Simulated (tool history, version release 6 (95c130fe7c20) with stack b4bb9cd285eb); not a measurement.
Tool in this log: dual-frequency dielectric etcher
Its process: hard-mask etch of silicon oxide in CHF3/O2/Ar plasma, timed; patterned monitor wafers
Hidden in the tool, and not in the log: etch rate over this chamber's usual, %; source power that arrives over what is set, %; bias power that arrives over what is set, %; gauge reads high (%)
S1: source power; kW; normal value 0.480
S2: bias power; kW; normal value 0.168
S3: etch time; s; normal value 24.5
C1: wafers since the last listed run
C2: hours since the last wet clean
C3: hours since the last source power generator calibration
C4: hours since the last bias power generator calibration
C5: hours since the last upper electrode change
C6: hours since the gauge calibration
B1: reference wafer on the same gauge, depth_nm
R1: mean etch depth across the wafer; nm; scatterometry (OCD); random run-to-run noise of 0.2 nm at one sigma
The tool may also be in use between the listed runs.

run,day,S1,S2,S3,C1,C2,C3,C4,C5,C6,B1,R1
1,0.000,0.480,0.168,24.5,0,45.7,1117.2,2894.9,4130.8,696.1,50.03,44.49
2,2.671,0.480,0.168,24.5,1246,109.8,1181.3,2959.0,4194.9,760.2,49.95,44.05
3,5.929,0.480,0.168,24.5,1520,188.0,1259.5,3037.2,4273.1,838.4,50.03,43.81
4,7.938,0.480,0.168,24.5,937,236.2,1307.7,3085.4,4321.3,886.6,49.90,43.08
5,10.892,0.480,0.168,20.0,1378,307.1,1378.6,3156.3,4392.2,957.5,49.93,34.89
# day 14.154: wet clean of the chamber
6,14.371,0.510,0.168,24.5,1157,5.2,1462.1,3239.8,4475.7,1041.0,49.93,45.09
7,16.208,0.480,0.154,24.5,857,49.3,1506.2,3283.9,4519.8,1085.1,49.94,43.16
8,18.688,0.480,0.168,28.0,1157,108.8,1565.7,3343.4,4579.3,1144.6,49.84,49.98
9,20.992,0.480,0.168,24.5,1075,164.1,1621.0,3398.7,4634.6,1199.9,49.96,43.72
10,24.538,0.480,0.168,24.5,1655,249.2,1706.1,3483.8,4719.7,1285.0,50.09,43.17
11,28.821,0.390,0.168,24.5,1999,352.0,1808.9,3586.6,4822.5,1387.8,50.02,41.06
12,32.400,0.480,0.168,24.5,1670,437.9,1894.8,3672.5,4908.4,1473.7,49.98,42.19
# day 33.712: wet clean of the chamber
13,36.542,0.430,0.210,18.5,1466,67.9,1994.2,3771.9,5007.8,1573.1,49.90,35.55
# day 37.554: bias power generator calibrated
14,38.821,0.390,0.142,26.5,986,122.6,2048.9,30.4,5062.5,1627.8,50.02,43.74
# day 40.496: upper electrode replaced
15,43.067,0.480,0.183,28.5,1515,224.5,2150.8,132.3,61.7,1729.7,50.07,52.44
# day 43.667: source power generator calibrated
16,50.100,0.480,0.153,18.0,3205,393.3,154.4,301.1,230.5,1898.5,49.94,30.68
17,51.646,0.360,0.151,27.5,721,430.4,191.5,338.2,267.6,1935.6,50.00,43.81
# day 54.333: wet clean of the chamber
# day 56.404: gauge calibrated
18,58.338,0.360,0.151,27.5,2656,96.1,352.1,498.8,428.2,46.4,50.07,46.09
19,61.308,0.560,0.186,21.0,1386,167.4,423.4,570.1,499.5,117.7,50.04,40.31
20,63.942,0.480,0.168,24.5,1229,230.6,486.6,633.3,562.7,180.9,49.95,43.88
21,66.692,0.450,0.129,24.5,1283,296.6,552.6,699.3,628.7,246.9,49.96,39.79
22,70.533,0.580,0.186,28.5,1793,388.8,644.8,791.5,720.9,339.1,49.99,53.79
# day 75.362: wet clean of the chamber
23,75.383,0.480,0.168,24.5,1797,0.5,761.2,907.9,837.3,455.5,49.99,44.82

Hidden state at the last listed run before each entry between runs and at the first one after, where it differs:
Run 5 -> run 6: wet clean of the chamber (day 14.154)
  etch rate over this chamber's usual, %: -3.72 -> -0.288
  measured value less the no-hidden-state value, R1: -1.35 -> -0.13 nm
Run 12 -> run 13: wet clean of the chamber (day 33.712)
  etch rate over this chamber's usual, %: -5.22 -> -0.0439
  measured value less the no-hidden-state value, R1: -2.33 -> -0.01 nm
Run 13 -> run 14: bias power generator calibrated (day 37.554)
  etch rate over this chamber's usual, %: -0.0439 -> -0.667
  measured value less the no-hidden-state value, R1: -0.01 -> -0.29 nm
Run 14 -> run 15: upper electrode replaced (day 40.496)
  etch rate over this chamber's usual, %: -0.667 -> -1.83
  measured value less the no-hidden-state value, R1: -0.29 -> -0.98 nm
Run 15 -> run 16: source power generator calibrated (day 43.667)
  etch rate over this chamber's usual, %: -1.83 -> -3.75
  measured value less the no-hidden-state value, R1: -0.98 -> -1.20 nm
Run 17 -> run 18: wet clean of the chamber (day 54.333); gauge calibrated (day 56.404)
  etch rate over this chamber's usual, %: -4.18 -> 0.0301
  measured value less the no-hidden-state value, R1: -1.91 -> +0.02 nm
Run 22 -> run 23: wet clean of the chamber (day 75.362)
  etch rate over this chamber's usual, %: -3.31 -> 0.376
  measured value less the no-hidden-state value, R1: -1.84 -> +0.17 nm
